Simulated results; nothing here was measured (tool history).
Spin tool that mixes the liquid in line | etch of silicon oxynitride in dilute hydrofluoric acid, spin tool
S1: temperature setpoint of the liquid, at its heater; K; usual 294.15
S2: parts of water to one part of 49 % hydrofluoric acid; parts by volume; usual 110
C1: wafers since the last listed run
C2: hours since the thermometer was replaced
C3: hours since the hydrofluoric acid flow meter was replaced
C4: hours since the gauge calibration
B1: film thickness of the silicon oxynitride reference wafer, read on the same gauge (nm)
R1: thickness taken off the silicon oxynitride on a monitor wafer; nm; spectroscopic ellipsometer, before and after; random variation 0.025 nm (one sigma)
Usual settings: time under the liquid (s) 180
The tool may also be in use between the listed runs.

Run 1, hour 0: usual settings but S1 297.15 K; C1 0; C2 1045.9; C3 227.3; C4 380.5; B1 130.004. Result: R1 4.021 nm.
Run 2, hour 44.7: usual settings but S1 297.15 K; C1 295; C2 1090.6; C3 272; C4 425.2; B1 129.993. Result: R1 4.05 nm.
Run 3, hour 79.1: usual settings but S1 297.15 K; C1 227; C2 1125; C3 306.4; C4 459.6; B1 129.986. Result: R1 3.992 nm.
Run 4, hour 134.7: usual settings but S2 135 parts by volume; C1 368; C2 1180.6; C3 362; C4 515.2; B1 129.989. Result: R1 2.809 nm.
Run 5, hour 173.1: usual settings but S2 135 parts by volume; C1 254; C2 1219; C3 400.4; C4 553.6; B1 130.015. Result: R1 2.829 nm.
Run 6, hour 238.9: usual settings; C1 435; C2 1284.8; C3 466.2; C4 619.4; B1 129.992. Result: R1 3.531 nm.
Run 7, hour 301.9: usual settings but S1 290.15 K; C1 416; C2 1347.8; C3 529.2; C4 682.4; B1 129.992. Result: R1 2.916 nm.
Run 8, hour 328.7: usual settings but S1 290.15 K; C1 177; C2 1374.6; C3 556; C4 709.2; B1 129.981. Result: R1 2.949 nm.
At hour 384.8: hydrofluoric acid flow meter replaced.
Run 9, hour 396.1: usual settings; C1 439; C2 1442; C3 11.3; C4 776.6; B1 129.996. Result: R1 3.57 nm.
At hour 400.5: thermometer replaced.
Run 10, hour 431.3: usual settings but S1 298.65 K, S2 140 parts by volume, time under the liquid (s) 120; C1 226; C2 30.8; C3 46.5; C4 811.8; B1 129.994. Result: R1 2.162 nm.
At hour 460.7: gauge calibrated.
Run 11, hour 488.3: usual settings but S1 290.65 K, S2 140 parts by volume; C1 377; C2 87.8; C3 103.5; C4 27.6; B1 129.993. Result: R1 2.197 nm.
Run 12, hour 636.5: usual settings but S1 297.65 K, S2 90 parts by volume, time under the liquid (s) 255; C1 980; C2 236; C3 251.7; C4 175.8; B1 130.008. Result: R1 7.005 nm.
Run 13, hour 707.6: usual settings but S1 291.65 K; C1 470; C2 307.1; C3 322.8; C4 246.9; B1 130.016. Result: R1 3.019 nm.
Run 14, hour 762.9: usual settings but S2 135 parts by volume; C1 366; C2 362.4; C3 378.1; C4 302.2; B1 130.012. Result: R1 2.722 nm.
Run 15, hour 791.5: usual settings but S1 297.65 K, time under the liquid (s) 255; C1 189; C2 391; C3 406.7; C4 330.8; B1 129.983. Result: R1 5.719 nm.
Run 16, hour 854.6: usual settings but S1 297.15 K; C1 417; C2 454.1; C3 469.8; C4 393.9; B1 129.993. Result: R1 3.912 nm.
Run 17, hour 888.8: usual settings but S1 295.65 K; C1 226; C2 488.3; C3 504; C4 428.1; B1 130.005. Result: R1 3.729 nm.
At hour 924: hydrofluoric acid flow meter replaced.
Run 18, hour 929.3: usual settings; C1 261; C2 528.8; C3 5.3; C4 468.6; B1 129.981. Result: R1 3.424 nm.
Run 19, hour 958.4: usual settings but S1 291.15 K, S2 90 parts by volume; C1 192; C2 557.9; C3 34.4; C4 497.7; B1 130.016. Result: R1 3.713 nm.

How the hidden state differs across the entries between the runs, from the last listed run before each to the first after it:
Between runs 8 and 9: hydrofluoric acid flow meter replaced (hour 384.8)
  liquid hotter than its thermometer reads (K): 1.31 -> 1.37
  measured less the result without the state, R1: +0.185 -> +0.227 nm
Between runs 9 and 10: thermometer replaced (hour 400.5)
  liquid hotter than its thermometer reads (K): 1.37 -> 0.0478
  measured less the result without the state, R1: +0.227 -> +0.005 nm
Between runs 10 and 11: gauge calibrated (hour 460.7)
  liquid hotter than its thermometer reads (K): 0.0478 -> 0.101
  measured less the result without the state, R1: +0.005 -> +0.011 nm
Between runs 17 and 18: hydrofluoric acid flow meter replaced (hour 924)
  liquid hotter than its thermometer reads (K): 0.471 -> 0.508
  measured less the result without the state, R1: +0.082 -> +0.083 nm
